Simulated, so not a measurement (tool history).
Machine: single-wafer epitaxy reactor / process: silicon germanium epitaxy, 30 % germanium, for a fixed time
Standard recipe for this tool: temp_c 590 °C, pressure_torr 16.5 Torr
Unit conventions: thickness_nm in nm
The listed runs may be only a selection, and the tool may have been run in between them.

run     day  temp_c  pressure_torr  read-back reference wafer on the same gauge, thickness_nm  thickness_nm
  1   0.000     599           16.5                                                     37.395        52.606
  2   1.338     599           16.5                                                     37.433        52.566
  3   1.917     590           16.5                                                     37.420        45.296
  4   2.425     598           16.5                                                     37.410        52.079
  5   2.979     598           16.5                                                     37.366        51.577
      3.888  -- showerhead replaced
  6   3.908     590           16.5                                                     37.388        45.710
  7   4.250     590           16.5                                                     37.389        45.526
  8   4.575     600           16.5                                                     37.418        53.817
  9   4.842     600           16.5                                                     37.406        53.801
      5.733  -- capacitance manometer re-zeroed and calibrated
 10   5.754     590           16.5                                                     37.408        46.341
 11   5.821     586           16.5                                                     37.348        42.960
 12   6.142     586           16.5                                                     37.381        42.966
 13   8.025     586           16.5                                                     37.368        42.983
 14   8.554     590           16.5                                                     37.377        46.193
 15   8.888     577           13.9                                                     37.398        33.691
 16   9.329     601           13.8                                                     37.365        49.710
 17   9.725     590           19.7                                                     37.422        50.081
 18  10.300     598           13.9                                                     37.394        48.066
 19  11.017     586           16.5                                                     37.412        43.344
 20  13.025     590           16.5                                                     37.367        46.043
 21  13.417     583           20.6                                                     37.392        45.945
     14.204  -- pyrometer calibrated
 22  14.225     590           16.5                                                     37.400        42.193
 23  14.383     590           16.5                                                     37.403        41.729
 24  14.954     590           16.5                                                     37.414        42.384
 25  15.662     597           16.5                                                     37.386        47.148
 26  16.129     590           20.6                                                     37.394        46.832
     16.908  -- gauge calibrated
 27  17.683     590           13.5                                                     37.356        37.986
 28  18.825     605           17.8                                                     37.393        56.457
 29  19.358     580           15.4                                                     37.383        34.477
 30  20.079     602           14.3                                                     37.384        48.015
 31  20.758     590           20.5                                                     37.376        46.899
 32  21.083     590           16.5                                                     37.350        42.043
 33  21.712     590           16.5                                                     37.403        42.159
 34  22.354     590           16.5                                                     37.386        42.310

Forecast each of these 5 alternatives for the next run:
  A  22.371     590           18.7                                                          ?             ?
  B  22.371     586           18.2                                                          ?             ?
  C  22.371     581           16.5                                                          ?             ?
  D  22.371     582           15.2                                                          ?             ?
  E  22.371     604           17.7                                                          ?             ?

run  read-back reference wafer on the same gauge, thickness_nm  thickness_nm
  A                                                     37.419        44.709
  B                                                     37.419        41.306
  C                                                     37.419        36.209
  D                                                     37.419        35.323
  E                                                     37.419        54.602
Without the tool's unlogged condition, the same runs would have read:
run  thickness_nm
  A        44.241
  B        40.869
  C        35.822
  D        34.947
  E        54.046
